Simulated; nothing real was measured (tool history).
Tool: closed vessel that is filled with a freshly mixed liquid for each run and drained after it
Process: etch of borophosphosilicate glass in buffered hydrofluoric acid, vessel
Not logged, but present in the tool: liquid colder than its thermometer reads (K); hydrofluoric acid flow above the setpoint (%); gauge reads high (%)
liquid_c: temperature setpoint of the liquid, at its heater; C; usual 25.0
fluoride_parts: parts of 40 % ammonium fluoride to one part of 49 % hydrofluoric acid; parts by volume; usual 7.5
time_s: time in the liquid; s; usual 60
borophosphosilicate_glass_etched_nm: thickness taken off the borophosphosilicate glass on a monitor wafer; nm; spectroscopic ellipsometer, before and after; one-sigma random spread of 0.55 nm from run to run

run    day  liquid_c  fluoride_parts  time_s  wafers since the last listed run  hours since the thermometer was replaced  hours since the hydrofluoric acid flow meter was replaced  hours since the gauge calibration  read-back film thickness of the borophosphosilicate glass reference wafer, read on the same gauge (nm)  borophosphosilicate_glass_etched_nm
  1  0.000      25.0             8.5      60                                 0                                    1078.7                                                      466.0                               20.5                                                                                                  120.04                               104.84
  2  0.354      25.0             8.5      60                               989                                    1087.2                                                      474.5                               29.0                                                                                                  119.97                               104.61
  3  0.662      28.0             7.5      60                               861                                    1094.6                                                      481.9                               36.4                                                                                                  119.98                               140.70
  4  0.921      28.0             7.5      60                               721                                    1100.8                                                      488.1                               42.6                                                                                                  120.02                               140.48
  5  1.504      28.0             7.5      60                              1629                                    1114.8                                                      502.1                               56.6                                                                                                  119.97                               140.24
  6  1.842      24.0             7.5      45                               942                                    1122.9                                                      510.2                               64.7                                                                                                  119.97                                85.79
  7  2.350      24.0             7.5      45                              1419                                    1135.1                                                      522.4                               76.9                                                                                                  119.96                                85.38
  8  2.612      25.0             7.5      60                               733                                    1141.4                                                      528.7                               83.2                                                                                                  119.99                               120.18
  9  3.267      25.0             7.5      60                              1827                                    1157.1                                                      544.4                               98.9                                                                                                  119.98                               120.15
 10  3.842      25.0             6.0      60                              1605                                    1170.9                                                      558.2                              112.7                                                                                                  120.00                               146.63
     4.175  -- thermometer replaced
 11  4.462      25.0             6.0      95                              1617                                       6.9                                                      573.1                              127.6                                                                                                  120.01                               259.62
 12  5.608      25.0            10.5      95                              3200                                      34.4                                                      600.6                              155.1                                                                                                  120.03                               151.98
     6.096  -- hydrofluoric acid flow meter replaced
 13  6.117      25.0             5.5      50                              1303                                      46.6                                                        0.5                              167.3                                                                                                  120.01                               137.27
     6.200  -- gauge calibrated
 14  6.733      22.0             9.0      90                              1722                                      61.4                                                       15.3                               12.8                                                                                                  120.06                               128.67
 15  7.367      28.0             7.5      60                              1768                                      76.6                                                       30.5                               28.0                                                                                                  120.01                               145.61
 16  7.871      26.5             7.5      60                              1408                                      88.7                                                       42.6                               40.1                                                                                                  120.03                               134.59
 17  8.417      22.0            10.5      45                              1524                                     101.8                                                       55.7                               53.2                                                                                                  120.00                                58.01
 18  8.850      25.0             7.5      60                              1210                                     112.2                                                       66.1                               63.6                                                                                                  119.97                               122.56

Predict each of these 5 candidate next runs independently; none follows another, all start after run 18:
  A  8.879      25.0             9.0      60                                81                                     112.9                                                       66.8                               64.3                                                                                                       ?                                    ?
  B  8.879      25.0             7.5      80                                81                                     112.9                                                       66.8                               64.3                                                                                                       ?                                    ?
  C  8.879      28.5             8.5      40                                81                                     112.9                                                       66.8                               64.3                                                                                                       ?                                    ?
  D  8.879      25.0             6.5      50                                81                                     112.9                                                       66.8                               64.3                                                                                                       ?                                    ?
  E  8.879      21.5             9.5      90                                81                                     112.9                                                       66.8                               64.3                                                                                                       ?                                    ?

run  read-back film thickness of the borophosphosilicate glass reference wafer, read on the same gauge (nm)  borophosphosilicate_glass_etched_nm
  A                                                                                                  119.97                               101.08
  B                                                                                                  119.97                               164.52
  C                                                                                                  119.97                                86.37
  D                                                                                                  119.97                               118.11
  E                                                                                                  119.97                               120.53
Without the tool's unlogged condition, the same runs would have read:
run  borophosphosilicate_glass_etched_nm
  A                               102.13
  B                               166.25
  C                                87.24
  D                               119.63
  E                               122.47
